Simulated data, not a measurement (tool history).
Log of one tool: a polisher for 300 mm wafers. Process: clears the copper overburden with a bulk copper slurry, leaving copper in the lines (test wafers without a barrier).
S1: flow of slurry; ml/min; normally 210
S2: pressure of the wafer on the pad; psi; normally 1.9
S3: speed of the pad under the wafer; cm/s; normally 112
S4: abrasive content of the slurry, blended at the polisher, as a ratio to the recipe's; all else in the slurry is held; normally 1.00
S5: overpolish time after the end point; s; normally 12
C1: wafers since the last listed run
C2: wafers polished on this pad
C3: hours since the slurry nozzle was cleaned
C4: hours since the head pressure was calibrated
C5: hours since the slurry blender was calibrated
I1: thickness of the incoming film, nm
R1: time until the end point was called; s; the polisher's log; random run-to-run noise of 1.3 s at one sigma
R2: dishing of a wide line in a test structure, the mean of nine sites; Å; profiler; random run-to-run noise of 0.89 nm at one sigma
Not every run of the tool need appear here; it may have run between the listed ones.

Run 1, hour 0.0: usual settings; C1 0; C2 777; C3 573.9; C4 800.7; C5 169.1; I1 727.3. Result: R1 103.7 s, R2 450 Å.
Run 2, hour 12.3: usual settings; C1 86; C2 863; C3 586.2; C4 813.0; C5 181.4; I1 705.4. Result: R1 102.2 s, R2 421 Å.
Run 3, hour 27.9: usual settings; C1 109; C2 972; C3 601.8; C4 828.6; C5 197.0; I1 732.4. Result: R1 108.9 s, R2 426 Å.
Run 4, hour 51.1: usual settings; C1 162; C2 1134; C3 625.0; C4 851.8; C5 220.2; I1 718.3. Result: R1 106.1 s, R2 438 Å.
Run 5, hour 75.8: usual settings; C1 172; C2 1307; C3 649.7; C4 876.5; C5 244.9; I1 722.0. Result: R1 107.0 s, R2 431 Å.
At hour 90.1: worn pad replaced by a new one.
Run 6, hour 95.2: usual settings; C1 107; C2 35; C3 669.1; C4 895.9; C5 264.3; I1 716.8. Result: R1 102.1 s, R2 447 Å.
At hour 116.8: slurry blender recalibrated.
Run 7, hour 121.0: usual settings; C1 166; C2 202; C3 694.9; C4 921.7; C5 4.2; I1 718.8. Result: R1 103.4 s, R2 447 Å.
Run 8, hour 141.5: usual settings; C1 143; C2 345; C3 715.4; C4 942.2; C5 24.7; I1 713.6. Result: R1 101.8 s, R2 438 Å.
Run 9, hour 175.5: usual settings but S1 235 ml/min; C1 238; C2 583; C3 749.4; C4 976.2; C5 58.7; I1 721.4. Result: R1 100.0 s, R2 442 Å.
Run 10, hour 209.1: usual settings but S1 235 ml/min; C1 235; C2 819; C3 783.0; C4 1009.8; C5 92.3; I1 729.6. Result: R1 105.5 s, R2 445 Å.
Run 11, hour 222.7: usual settings but S1 235 ml/min; C1 95; C2 914; C3 796.6; C4 1023.4; C5 105.9; I1 722.5. Result: R1 103.8 s, R2 433 Å.
Run 12, hour 243.8: usual settings but S3 148 cm/s; C1 147; C2 1062; C3 817.7; C4 1044.5; C5 127.0; I1 712.4. Result: R1 79.9 s, R2 509 Å.
At hour 277.0: slurry nozzle cleaned.
Run 13, hour 277.8: usual settings but S1 230 ml/min; C1 231; C2 1293; C3 0.8; C4 1078.5; C5 161.0; I1 708.3. Result: R1 106.5 s, R2 444 Å.
At hour 302.6: worn pad replaced by a new one.
At hour 304.2: head pressure recalibrated.
Run 14, hour 313.7: usual settings; C1 211; C2 66; C3 36.7; C4 9.5; C5 196.9; I1 718.7. Result: R1 101.8 s, R2 437 Å.
Run 15, hour 325.7: usual settings; C1 84; C2 150; C3 48.7; C4 21.5; C5 208.9; I1 729.7. Result: R1 105.8 s, R2 433 Å.
Run 16, hour 339.2: usual settings but S2 1.3 psi, S4 0.75; C1 94; C2 244; C3 62.2; C4 35.0; C5 222.4; I1 722.4. Result: R1 160.7 s, R2 297 Å.
At hour 388.6: slurry blender recalibrated.
Run 17, hour 438.6: usual settings but S1 135 ml/min, S2 2.5 psi, S4 0.90; C1 682; C2 926; C3 161.6; C4 134.4; C5 50.0; I1 733.2. Result: R1 87.5 s, R2 515 Å.
At hour 497.2: worn pad replaced by a new one.
Run 18, hour 497.7: usual settings but S1 150 ml/min; C1 385; C2 3; C3 220.7; C4 193.5; C5 109.1; I1 725.3. Result: R1 109.4 s, R2 421 Å.
Run 19, hour 507.6: usual settings but S3 76 cm/s, S5 15 s; C1 69; C2 72; C3 230.6; C4 203.4; C5 119.0; I1 709.7. Result: R1 144.2 s, R2 400 Å.
Run 20, hour 540.3: usual settings but S4 1.20; C1 228; C2 301; C3 263.3; C4 236.1; C5 151.7; I1 718.9. Result: R1 98.8 s, R2 449 Å.
Run 21, hour 573.8: usual settings but S4 0.85; C1 234; C2 536; C3 296.8; C4 269.6; C5 185.2; I1 715.9. Result: R1 105.0 s, R2 419 Å.
Run 22, hour 607.2: usual settings but S4 0.80; C1 233; C2 770; C3 330.2; C4 303.0; C5 218.6; I1 731.8. Result: R1 111.7 s, R2 426 Å.
Run 23, hour 626.6: usual settings but S3 144 cm/s, S4 1.20, S5 9 s; C1 135; C2 905; C3 349.6; C4 322.4; C5 238.0; I1 706.8. Result: R1 78.7 s, R2 431 Å.
Run 24, hour 648.4: usual settings; C1 152; C2 1058; C3 371.4; C4 344.2; C5 259.8; I1 731.8. Result: R1 106.1 s, R2 434 Å.
Run 25, hour 663.4: usual settings but S1 285 ml/min, S4 0.80; C1 105; C2 1163; C3 386.4; C4 359.2; C5 274.8; I1 722.8. Result: R1 111.0 s, R2 424 Å.
At hour 679.4: worn pad replaced by a new one.
At hour 680.2: slurry blender recalibrated.
Run 26, hour 683.5: usual settings but S5 7 s; C1 106; C2 23; C3 406.5; C4 379.3; C5 3.3; I1 716.2. Result: R1 102.5 s, R2 276 Å.
Run 27, hour 704.6: usual settings but S5 14 s; C1 147; C2 170; C3 427.6; C4 400.4; C5 24.4; I1 719.6. Result: R1 99.4 s, R2 488 Å.
Run 28, hour 719.5: usual settings but S1 255 ml/min, S3 128 cm/s, S5 7 s; C1 104; C2 275; C3 442.5; C4 415.3; C5 39.3; I1 724.3. Result: R1 90.2 s, R2 324 Å.
Run 29, hour 740.6: usual settings but S4 0.80; C1 147; C2 422; C3 463.6; C4 436.4; C5 60.4; I1 720.1. Result: R1 110.9 s, R2 416 Å.

Here are 3 independent what-if runs from the current tool condition. What would each one return?
Run A, hour 741.1: usual settings but S4 0.75; C1 3; C2 426; C3 464.1; C4 436.9; C5 60.9; I1 718.8. Result: R1 ?, R2 ?.
Run B, hour 741.1: usual settings but S2 1.7 psi; C1 3; C2 426; C3 464.1; C4 436.9; C5 60.9; I1 718.8. Result: R1 ?, R2 ?.
Run C, hour 741.1: usual settings but S4 0.75, S5 17 s; C1 3; C2 426; C3 464.1; C4 436.9; C5 60.9; I1 718.8. Result: R1 ?, R2 ?.

run     R1   R2
  A  112.0  424
  B  116.4  408
  C  112.0  541
What these runs would have given with no unlogged condition in the tool:
run     R1   R2
  A  110.5  428
  B  114.8  412
  C  110.5  545
